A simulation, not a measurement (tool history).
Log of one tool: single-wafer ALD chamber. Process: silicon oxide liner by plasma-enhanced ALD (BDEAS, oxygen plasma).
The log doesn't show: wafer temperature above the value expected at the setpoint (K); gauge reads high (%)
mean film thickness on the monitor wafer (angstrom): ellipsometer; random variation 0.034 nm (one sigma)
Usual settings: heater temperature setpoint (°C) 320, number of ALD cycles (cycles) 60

run,hour,heater temperature setpoint (°C),number of ALD cycles (cycles),wafers since the last listed run,hours since the last thermocouple change,hours since the gauge calibration,"read-back reference wafer on the same gauge, thickness_nm",mean film thickness on the monitor wafer (angstrom)
1,0,320,60,0,448.6,523.7,4.913,56.62
2,50.1,320,60,248,498.7,573.8,4.917,57.21
3,77.3,320,60,135,525.9,601,4.921,57.21
4,116,320,60,192,564.6,639.7,4.921,57.29
5,163.3,320,60,234,611.9,687,4.96,57.46
6,378,320,60,1065,826.6,901.7,4.998,57.92
7,407.6,320,60,146,856.2,931.3,5.01,58.38
8,453.3,320,60,226,901.9,977,5.034,58.06
9,506.2,320,60,262,954.8,1029.9,5.026,58.49
10,575,320,60,341,1023.6,1098.7,5.057,58.56
11,603.1,320,60,139,1051.7,1126.8,5.087,59.17
12,650.4,316,55,234,1099,1174.1,5.066,54.82
# hour 681.8: gauge calibrated
13,698.5,307,50,238,1147.1,16.7,4.884,48.47
14,747.1,320,60,241,1195.7,65.3,4.896,57.09
15,817.3,310,67,348,1265.9,135.5,4.885,63.75
# hour 868.9: thermocouple changed; heater temperature recalibrated
16,884.6,314,56,294,15.7,202.8,4.896,53.77

Run 17 comes next. What will it give?
17,943.2,306,68,290,74.3,261.4,?,?

Run 17 gave read-back reference wafer on the same gauge, thickness_nm 4.904, mean film thickness on the monitor wafer (angstrom) 66.22.
Without the tool's hidden state the same run would have given mean film thickness on the monitor wafer (angstrom) 66.1.

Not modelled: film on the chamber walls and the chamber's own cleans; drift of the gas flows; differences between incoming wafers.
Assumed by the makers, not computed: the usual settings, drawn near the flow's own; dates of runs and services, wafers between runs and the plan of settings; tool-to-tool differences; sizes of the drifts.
